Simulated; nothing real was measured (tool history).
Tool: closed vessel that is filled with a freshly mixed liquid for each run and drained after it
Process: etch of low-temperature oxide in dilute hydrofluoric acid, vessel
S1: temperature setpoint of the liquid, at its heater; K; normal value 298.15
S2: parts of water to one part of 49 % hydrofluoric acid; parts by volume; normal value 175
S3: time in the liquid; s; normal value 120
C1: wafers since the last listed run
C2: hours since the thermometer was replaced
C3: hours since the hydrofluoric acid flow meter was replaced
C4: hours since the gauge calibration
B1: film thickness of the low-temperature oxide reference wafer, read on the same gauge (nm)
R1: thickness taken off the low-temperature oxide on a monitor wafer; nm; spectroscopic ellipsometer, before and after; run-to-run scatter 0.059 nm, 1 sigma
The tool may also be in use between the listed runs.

run     day      S1   S2   S3     C1      C2      C3      C4     B1    R1
  1       0  298.15  175  120      0   318.4  1130.4   855.8  30.02     7
  2   1.912  298.15  175  120   4738   364.3  1176.3   901.7     30  7.03
  3   4.654  298.15  175   70   6793   430.1  1242.1   967.5  30.01  4.05
  4   6.662  298.15  175   70   4976   478.3  1290.3  1015.7     30  4.05
  5   8.988  298.15  175   70   5760   534.1  1346.1  1071.5  29.95  4.07
  6  10.804  298.15  175  100   4501   577.7  1389.7  1115.1     30  5.83
  7  12.192  298.15  175  100   3437     611    1423  1148.4  30.03  5.81
  8  14.762  298.15  175  100   6369   672.7  1484.7  1210.1  29.99  5.87
  9  17.175  298.15  175  120   5977   730.6  1542.6    1268  29.97  6.85
 10  18.383  298.15  175  120   2993   759.6  1571.6    1297  29.98  6.99
 11  19.717  298.15  175  120   3303   791.6  1603.6    1329  29.97  6.93
     20.604  -- gauge calibrated
 12  20.938  298.15  175  120   3024   820.9  1632.9       8  30.02  6.82
 13  23.521  298.15  175  120   6400   882.9  1694.9      70  30.03   6.9
 14  28.396  298.15  175  120  12079   999.9  1811.9     187     30  6.85
     30.225  -- hydrofluoric acid flow meter replaced
 15  30.383  298.15  220  120   4821  1047.6     3.8   234.7     30  5.51
 16  33.125  298.15  220  120   6793  1113.4    69.6   300.5  30.03  5.48
 17  35.071  295.65  150  120   4821  1160.1   116.3   347.2  30.02  8.04
 18  36.196  298.15  175   90   2787  1187.1   143.3   374.2     30  5.36
 19  39.154  298.15  175  120   7330  1258.1   214.3   445.2  29.99  7.24
 20  40.171  300.65  140   75   2519  1282.5   238.7   469.6  29.99  6.49
 21  42.258  298.15  175   70   5172  1332.6   288.8   519.7  30.01  4.22
     43.825  -- thermometer replaced
 22  43.846  300.65  220  165   3830     0.5   326.9   557.8  30.05  8.18
 23  45.842  302.15  260   95   4945    48.4   374.8   605.7  29.99  4.03
 24  47.654  300.15  115   50   4490    91.9   418.3   649.2  29.96  5.27
 25  49.925  298.15  175  120   5626   146.4   472.8   703.7  30.03  7.13
 26  51.867  301.65  265   80   4811     193   519.4   750.3  30.02  3.18
 27  53.817  293.65  175  145   4831   239.8   566.2   797.1  30.01  7.29
 28  56.492  298.15  175  120   6628     304   630.4   861.3  30.05  7.07
 29  59.471  302.65  200   70   7381   375.5   701.9   932.8  30.03  4.16
 30  61.254  295.65  175  160   4418   418.3   744.7   975.6  29.97  8.65
 31  63.517  302.15  130   75   5606   472.6     799  1029.9  29.97  7.26
 32  66.512  300.65  265   75   7423   544.5   870.9  1101.8     30   2.9

Predict each of these 4 candidate next runs independently; none follows another, all start after run 32:
  A  66.542  298.15  175   65  72  545.2  871.6  1102.5   ?   ?
  B  66.542  298.15  200  120  72  545.2  871.6  1102.5   ?   ?
  C  66.542  293.15   95   85  72  545.2  871.6  1102.5   ?   ?
  D  66.542  296.65  175  160  72  545.2  871.6  1102.5   ?   ?

run     B1    R1
  A  30.04  3.78
  B  30.04  5.94
  C  30.04  8.22
  D  30.04  8.81
With the hidden condition removed and each run's random variation left untouched, the same runs would have given:
run    R1
  A  3.87
  B  6.08
  C  8.39
  D  9.01
